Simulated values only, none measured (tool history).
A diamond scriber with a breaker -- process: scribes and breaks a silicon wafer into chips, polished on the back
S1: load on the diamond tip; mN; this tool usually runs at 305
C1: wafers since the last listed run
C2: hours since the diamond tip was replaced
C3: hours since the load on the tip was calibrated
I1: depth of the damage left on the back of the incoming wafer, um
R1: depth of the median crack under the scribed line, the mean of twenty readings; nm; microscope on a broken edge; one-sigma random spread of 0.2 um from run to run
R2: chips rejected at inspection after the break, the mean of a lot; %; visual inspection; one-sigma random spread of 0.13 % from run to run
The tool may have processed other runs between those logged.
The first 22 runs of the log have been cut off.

run	hour	S1	C1	C2	C3	I1	R1	R2
23	268.6	305	16	111.7	1985.4	0.05	12430	1.95
24	279.5	341	16	122.6	1996.3	0.01	12650	1.96
25	294.9	274	23	138	2011.7	0.02	11680	3
26	302.4	364	11	145.5	2019.2	0.04	12710	2.02
27	320.2	305	27	163.3	2037	0.04	12110	2.13
28	335.6	280	23	178.7	2052.4	0.04	11670	2.65
29	350.3	377	22	193.4	2067.1	0.04	13010	2.18
# hour 356.8: load on the tip recalibrated
30	363	258	16	206.1	6.2	0.05	10980	3.69
31	371.1	345	12	214.2	14.3	0.02	12460	1.86
32	378.3	385	11	221.4	21.5	0.02	13000	2.34
33	385.5	359	11	228.6	28.7	0.02	12710	1.8
34	393.2	248	11	236.3	36.4	0.04	11230	4.64
35	411.1	244	27	254.2	54.3	0.02	11150	5.08
36	419.4	222	12	262.5	62.6	0.02	10760	5.25
37	431.5	373	18	274.6	74.7	0.03	12450	2.08
38	447.8	224	25	290.9	91	0.04	11030	7
39	461.8	305	21	304.9	105	0.03	11900	2.84
40	475.3	305	20	318.4	118.5	0.03	11660	3.17
41	490.2	305	22	333.3	133.4	0.04	11480	3.34

5 options for the next run, each taken on its own from the tool as it stands now. Forecast them:
A	490.8	378	0	333.9	134	0.02	?	?
B	490.8	268	0	333.9	134	0.02	?	?
C	490.8	272	0	333.9	134	0.02	?	?
D	490.8	350	0	333.9	134	0.02	?	?
E	490.8	367	0	333.9	134	0.02	?	?

run	R1	R2
A	12360	1.78
B	11160	4.05
C	11210	3.88
D	12060	1.9
E	12240	1.79
Stripped of hidden state, with their random variation kept, the same runs would have yielded:
run	R1	R2
A	13180	2.77
B	11900	2.08
C	11950	2.01
D	12860	2.17
E	13060	2.5
